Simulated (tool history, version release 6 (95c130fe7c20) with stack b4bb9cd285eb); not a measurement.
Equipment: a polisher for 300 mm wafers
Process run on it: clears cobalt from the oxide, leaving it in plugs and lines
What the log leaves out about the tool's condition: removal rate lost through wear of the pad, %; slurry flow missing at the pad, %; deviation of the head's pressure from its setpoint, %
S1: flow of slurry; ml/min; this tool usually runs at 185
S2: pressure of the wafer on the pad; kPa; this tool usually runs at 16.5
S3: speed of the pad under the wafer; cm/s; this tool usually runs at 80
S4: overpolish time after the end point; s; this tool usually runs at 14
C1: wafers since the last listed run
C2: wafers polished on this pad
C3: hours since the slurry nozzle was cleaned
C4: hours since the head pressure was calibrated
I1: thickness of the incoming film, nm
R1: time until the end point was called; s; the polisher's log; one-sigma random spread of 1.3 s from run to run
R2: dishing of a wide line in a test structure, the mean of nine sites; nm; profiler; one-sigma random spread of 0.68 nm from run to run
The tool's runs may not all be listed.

| run | day | S1 | S2 | S3 | S4 | C1 | C2 | C3 | C4 | I1 | R1 | R2 |
|---|---|---|---|---|---|---|---|---|---|---|---|---|
| 1 | 0 | 185 | 16.5 | 68 | 14 | 0 | 281 | 489.2 | 78.9 | 386.9 | 95 | 36.8 |
|  | 4.421 | slurry nozzle cleaned |
| 2 | 4.433 | 185 | 16.5 | 80 | 14 | 931 | 1213 | 0.3 | 185.3 | 390.4 | 80.2 | 40.1 |
| 3 | 7.7 | 185 | 16.5 | 80 | 14 | 692 | 1906 | 78.7 | 263.7 | 388.6 | 83.4 | 40.6 |
| 4 | 11.212 | 185 | 16.5 | 80 | 14 | 745 | 2651 | 163 | 348 | 390.8 | 83.3 | 38.2 |
|  | 11.408 | worn pad replaced by a new one |
| 5 | 15.208 | 185 | 16.5 | 80 | 14 | 812 | 805 | 258.9 | 443.9 | 385.5 | 77.1 | 39.4 |
|  | 17.546 | head pressure recalibrated |
|  | 26.283 | worn pad replaced by a new one |
| 6 | 27.696 | 185 | 16.5 | 102 | 18 | 2595 | 299 | 558.6 | 243.6 | 389.8 | 67.6 | 49.5 |
|  | 30.546 | slurry nozzle cleaned |
| 7 | 31.542 | 185 | 16.5 | 102 | 18 | 806 | 1106 | 23.9 | 335.9 | 386.6 | 60.4 | 50.9 |
| 8 | 35.812 | 185 | 16.5 | 102 | 18 | 905 | 2012 | 126.4 | 438.4 | 388.2 | 64.7 | 50.1 |
| 9 | 37.767 | 215 | 16.5 | 100 | 14 | 414 | 2426 | 173.3 | 485.3 | 395.5 | 66.8 | 44.4 |

Predict the results of run 10:
|  | 41.004 | worn pad replaced by a new one |
| 10 | 41.617 | 245 | 21.4 | 104 | 8 | 781 | 130 | 265.7 | 577.7 | 386.3 | ? | ? |

{"run 10": {"R1": 43.2, "R2": 41.7}}
If the tool had no hidden condition, the same run with the same run-to-run variation would have returned R1 41.2 s, R2 42.8 nm.
